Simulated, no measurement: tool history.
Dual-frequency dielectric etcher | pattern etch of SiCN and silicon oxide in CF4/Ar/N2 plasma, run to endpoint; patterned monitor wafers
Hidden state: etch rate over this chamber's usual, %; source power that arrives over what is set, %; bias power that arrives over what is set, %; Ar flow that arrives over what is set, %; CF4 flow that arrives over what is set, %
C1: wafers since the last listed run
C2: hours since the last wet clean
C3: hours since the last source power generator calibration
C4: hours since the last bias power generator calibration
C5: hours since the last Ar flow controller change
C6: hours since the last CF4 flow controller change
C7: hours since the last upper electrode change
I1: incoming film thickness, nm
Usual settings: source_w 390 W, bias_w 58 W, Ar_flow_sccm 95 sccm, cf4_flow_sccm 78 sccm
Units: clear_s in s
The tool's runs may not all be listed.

{"run": 1, "hour": 0.0, "source_w": 390, "bias_w": 58, "Ar_flow_sccm": 95, "cf4_flow_sccm": 78, "C1": 0, "C2": 46.8, "C3": 3518.2, "C4": 1012.6, "C5": 3657.3, "C6": 5546.9, "C7": 2727.7, "I1": 11.94, "clear_s": 16.7}
{"run": 2, "hour": 54.4, "source_w": 390, "bias_w": 58, "Ar_flow_sccm": 95, "cf4_flow_sccm": 78, "C1": 1236, "C2": 101.2, "C3": 3572.6, "C4": 1067, "C5": 3711.7, "C6": 5601.3, "C7": 2782.1, "I1": 11.93, "clear_s": 16.5}
{"run": 3, "hour": 98.4, "source_w": 390, "bias_w": 58, "Ar_flow_sccm": 95, "cf4_flow_sccm": 78, "C1": 1000, "C2": 145.2, "C3": 3616.6, "C4": 1111, "C5": 3755.7, "C6": 5645.3, "C7": 2826.1, "I1": 12.02, "clear_s": 16.4}
{"run": 4, "hour": 168.3, "source_w": 390, "bias_w": 54, "Ar_flow_sccm": 95, "cf4_flow_sccm": 78, "C1": 1589, "C2": 215.1, "C3": 3686.5, "C4": 1180.9, "C5": 3825.6, "C6": 5715.2, "C7": 2896, "I1": 11.86, "clear_s": 16.4}
{"run": 5, "hour": 212.0, "source_w": 390, "bias_w": 54, "Ar_flow_sccm": 95, "cf4_flow_sccm": 78, "C1": 993, "C2": 258.8, "C3": 3730.2, "C4": 1224.6, "C5": 3869.3, "C6": 5758.9, "C7": 2939.7, "I1": 12, "clear_s": 16.9}
{"run": 6, "hour": 304.0, "source_w": 390, "bias_w": 58, "Ar_flow_sccm": 95, "cf4_flow_sccm": 78, "C1": 2091, "C2": 350.8, "C3": 3822.2, "C4": 1316.6, "C5": 3961.3, "C6": 5850.9, "C7": 3031.7, "I1": 11.81, "clear_s": 16}
{"hour": 363.1, "done": "source power generator calibrated"}
{"hour": 365.2, "done": "wet clean of the chamber"}
{"run": 7, "hour": 365.7, "source_w": 390, "bias_w": 58, "Ar_flow_sccm": 95, "cf4_flow_sccm": 78, "C1": 1263, "C2": 0.5, "C3": 2.6, "C4": 1378.3, "C5": 4023, "C6": 5912.6, "C7": 3093.4, "I1": 11.95, "clear_s": 15.7}
{"run": 8, "hour": 411.2, "source_w": 390, "bias_w": 58, "Ar_flow_sccm": 95, "cf4_flow_sccm": 90, "C1": 1034, "C2": 46, "C3": 48.1, "C4": 1423.8, "C5": 4068.5, "C6": 5958.1, "C7": 3138.9, "I1": 11.88, "clear_s": 15.4}
{"run": 9, "hour": 517.4, "source_w": 390, "bias_w": 58, "Ar_flow_sccm": 95, "cf4_flow_sccm": 90, "C1": 2414, "C2": 152.2, "C3": 154.3, "C4": 1530, "C5": 4174.7, "C6": 6064.3, "C7": 3245.1, "I1": 11.86, "clear_s": 15.4}
{"hour": 619.2, "done": "wet clean of the chamber, repeated, since the last time left the tool worse"}
{"run": 10, "hour": 619.7, "source_w": 390, "bias_w": 68, "Ar_flow_sccm": 95, "cf4_flow_sccm": 78, "C1": 1780, "C2": 0.5, "C3": 256.6, "C4": 1632.3, "C5": 4277, "C6": 6166.6, "C7": 3347.4, "I1": 11.93, "clear_s": 15.8}
{"hour": 695.9, "done": "upper electrode replaced"}
{"run": 11, "hour": 696.4, "source_w": 390, "bias_w": 58, "Ar_flow_sccm": 95, "cf4_flow_sccm": 78, "C1": 1198, "C2": 77.2, "C3": 333.3, "C4": 1709, "C5": 4353.7, "C6": 6243.3, "C7": 0.5, "I1": 11.99, "clear_s": 16.6}
{"hour": 719.7, "done": "bias power generator calibrated"}
{"run": 12, "hour": 745.1, "source_w": 390, "bias_w": 58, "Ar_flow_sccm": 84, "cf4_flow_sccm": 78, "C1": 1016, "C2": 125.9, "C3": 382, "C4": 25.4, "C5": 4402.4, "C6": 6292, "C7": 49.2, "I1": 12, "clear_s": 16.2}
{"hour": 776.0, "done": "CF4 flow controller replaced"}
{"run": 13, "hour": 784.6, "source_w": 390, "bias_w": 58, "Ar_flow_sccm": 95, "cf4_flow_sccm": 83, "C1": 761, "C2": 165.4, "C3": 421.5, "C4": 64.9, "C5": 4441.9, "C6": 8.6, "C7": 88.7, "I1": 11.98, "clear_s": 16.3}
{"run": 14, "hour": 820.7, "source_w": 470, "bias_w": 58, "Ar_flow_sccm": 95, "cf4_flow_sccm": 70, "C1": 820, "C2": 201.5, "C3": 457.6, "C4": 101, "C5": 4478, "C6": 44.7, "C7": 124.8, "I1": 11.87, "clear_s": 13.8}
{"hour": 834.7, "done": "Ar flow controller replaced"}
{"run": 15, "hour": 922.2, "source_w": 460, "bias_w": 69, "Ar_flow_sccm": 109, "cf4_flow_sccm": 87, "C1": 2171, "C2": 303, "C3": 559.1, "C4": 202.5, "C5": 87.5, "C6": 146.2, "C7": 226.3, "I1": 11.93, "clear_s": 13.6}
{"run": 16, "hour": 992.2, "source_w": 310, "bias_w": 68, "Ar_flow_sccm": 75, "cf4_flow_sccm": 63, "C1": 1591, "C2": 373, "C3": 629.1, "C4": 272.5, "C5": 157.5, "C6": 216.2, "C7": 296.3, "I1": 11.9, "clear_s": 18.9}
{"hour": 1056.5, "done": "wet clean of the chamber"}
{"run": 17, "hour": 1078.3, "source_w": 390, "bias_w": 58, "Ar_flow_sccm": 95, "cf4_flow_sccm": 78, "C1": 1411, "C2": 21.8, "C3": 715.2, "C4": 358.6, "C5": 243.6, "C6": 302.3, "C7": 382.4, "I1": 11.97, "clear_s": 16.8}
{"run": 18, "hour": 1175.9, "source_w": 390, "bias_w": 58, "Ar_flow_sccm": 95, "cf4_flow_sccm": 78, "C1": 2218, "C2": 119.4, "C3": 812.8, "C4": 456.2, "C5": 341.2, "C6": 399.9, "C7": 480, "I1": 11.92, "clear_s": 16.4}

Hidden state at the last listed run before each entry between runs and at the first one after, where it differs:
Between runs 6 and 7: source power generator calibrated (hour 363.1); wet clean of the chamber (hour 365.2)
  etch rate over this chamber's usual, %: 2.07 -> 5.08
  measured less the result without the state, clear_s: -0.4 -> -0.8 s
Between runs 9 and 10: wet clean of the chamber, repeated, since the last time left the tool worse (hour 619.2)
  etch rate over this chamber's usual, %: 6.17 -> 0.272
  measured less the result without the state, clear_s: -1 -> -0.1 s
Between runs 10 and 11: upper electrode replaced (hour 695.9)
  etch rate over this chamber's usual, %: 0.272 -> 0.824
  measured less the result without the state, clear_s: -0.1 -> -0.1 s
Between runs 11 and 12: bias power generator calibrated (hour 719.7)
  etch rate over this chamber's usual, %: 0.824 -> 1.17
  measured less the result without the state, clear_s: -0.1 -> -0.2 s
Between runs 12 and 13: CF4 flow controller replaced (hour 776)
  etch rate over this chamber's usual, %: 1.17 -> 1.46
  measured less the result without the state, clear_s: -0.2 -> -0.2 s
Between runs 14 and 15: Ar flow controller replaced (hour 834.7)
  etch rate over this chamber's usual, %: 1.72 -> 2.45
  measured less the result without the state, clear_s: -0.2 -> -0.3 s
Between runs 16 and 17: wet clean of the chamber (hour 1056.5)
  etch rate over this chamber's usual, %: 2.95 -> -0.196
  measured less the result without the state, clear_s: -0.6 -> +0 s
